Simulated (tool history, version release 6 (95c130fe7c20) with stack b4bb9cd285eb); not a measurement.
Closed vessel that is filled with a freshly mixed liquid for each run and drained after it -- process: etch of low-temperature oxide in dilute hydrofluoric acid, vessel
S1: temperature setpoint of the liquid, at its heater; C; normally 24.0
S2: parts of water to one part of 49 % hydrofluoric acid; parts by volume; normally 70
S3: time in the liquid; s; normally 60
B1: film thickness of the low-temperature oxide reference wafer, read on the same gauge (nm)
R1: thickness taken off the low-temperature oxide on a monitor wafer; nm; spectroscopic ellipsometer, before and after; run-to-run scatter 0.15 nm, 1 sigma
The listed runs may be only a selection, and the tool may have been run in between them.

run	hour	S1	S2	S3	B1	R1
1	0.0	24.0	70	60	139.99	26.66
2	61.1	24.0	60	60	140.00	31.21
3	191.5	24.0	70	40	140.02	18.00
4	246.9	24.0	70	40	140.02	17.83
5	284.7	24.0	70	60	139.98	26.76
6	320.8	24.0	70	60	140.00	26.67
7	387.6	24.0	70	75	140.01	33.79
# hour 402.5: thermometer replaced
8	442.8	24.0	70	75	140.00	33.59
# hour 447.3: hydrofluoric acid flow meter replaced
9	485.7	28.0	105	95	139.99	31.40
10	535.7	20.5	40	70	140.00	49.23
11	579.0	27.5	85	60	139.99	24.50
12	630.6	24.0	90	85	140.01	28.87
13	697.8	24.0	70	60	140.01	26.99
14	731.2	24.0	70	75	139.99	33.45
15	796.4	24.0	90	40	139.99	13.53
# hour 798.6: gauge calibrated
16	976.3	24.0	70	75	140.01	33.47

Expected results for the next run?
17	1016.5	21.5	70	70	?	?

B1: 140.00
R1: 28.26 nm
With the hidden condition absent and the run-to-run variation left alone, this run would have shown R1 28.26 nm.

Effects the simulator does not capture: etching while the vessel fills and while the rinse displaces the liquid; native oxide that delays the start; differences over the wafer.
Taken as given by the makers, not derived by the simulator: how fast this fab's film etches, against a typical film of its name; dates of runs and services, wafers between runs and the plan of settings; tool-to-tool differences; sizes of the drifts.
